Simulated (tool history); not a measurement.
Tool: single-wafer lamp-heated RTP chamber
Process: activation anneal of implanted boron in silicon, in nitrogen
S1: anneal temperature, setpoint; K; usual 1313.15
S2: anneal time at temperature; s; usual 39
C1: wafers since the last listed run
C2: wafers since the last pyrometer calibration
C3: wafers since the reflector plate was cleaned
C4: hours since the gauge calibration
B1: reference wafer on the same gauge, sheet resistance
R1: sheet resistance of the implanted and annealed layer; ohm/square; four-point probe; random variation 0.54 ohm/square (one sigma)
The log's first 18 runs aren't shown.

run	day	S1	S2	C1	C2	C3	C4	B1	R1
19	22.308	1313.15	39	261	1557	1557	551.7	115.01	107.15
# day 22.925: pyrometer window cleaned and pyrometer calibrated
20	23.092	1313.15	57	107	39	1665	570.5	115.03	102.72
# day 23.271: gauge calibrated
21	24.058	1313.15	47	230	270	1895	18.9	114.91	104.89
22	24.638	1313.15	32	138	409	2034	32.8	114.94	109.49
23	26.117	1313.15	32	353	762	2387	68.3	114.83	109.44
24	27.342	1297.15	48	292	1054	2679	97.7	115.17	112.37
25	28.625	1333.15	31	306	1361	2986	128.5	114.83	102.89
26	29.179	1313.15	39	132	1493	3118	141.8	114.87	106.77
27	30.438	1313.15	28	300	1794	3419	172.0	114.76	109.50
# day 30.854: pyrometer window cleaned and pyrometer calibrated
28	31.483	1313.15	39	170	149	3589	197.1	114.92	107.32
29	31.992	1284.15	55	121	271	3710	209.3	114.97	116.96
30	32.971	1313.15	39	233	505	3944	232.8	114.80	107.41
31	34.312	1291.15	60	320	825	4265	265.0	115.18	112.41
32	35.279	1313.15	39	230	1056	4495	288.2	114.89	106.96

Forecast each of these 5 alternatives for the next run:
A	35.296	1313.15	39	3	1060	4499	288.6	?	?
B	35.296	1313.15	22	3	1060	4499	288.6	?	?
C	35.296	1327.15	19	3	1060	4499	288.6	?	?
D	35.296	1313.15	33	3	1060	4499	288.6	?	?
E	35.296	1332.15	17	3	1060	4499	288.6	?	?

run	B1	R1
A	114.97	106.41
B	114.97	112.21
C	114.97	108.38
D	114.97	108.08
E	114.97	107.83
Without the tool's hidden state the same runs would have given:
run	R1
A	107.09
B	112.90
C	108.93
D	108.78
E	108.35

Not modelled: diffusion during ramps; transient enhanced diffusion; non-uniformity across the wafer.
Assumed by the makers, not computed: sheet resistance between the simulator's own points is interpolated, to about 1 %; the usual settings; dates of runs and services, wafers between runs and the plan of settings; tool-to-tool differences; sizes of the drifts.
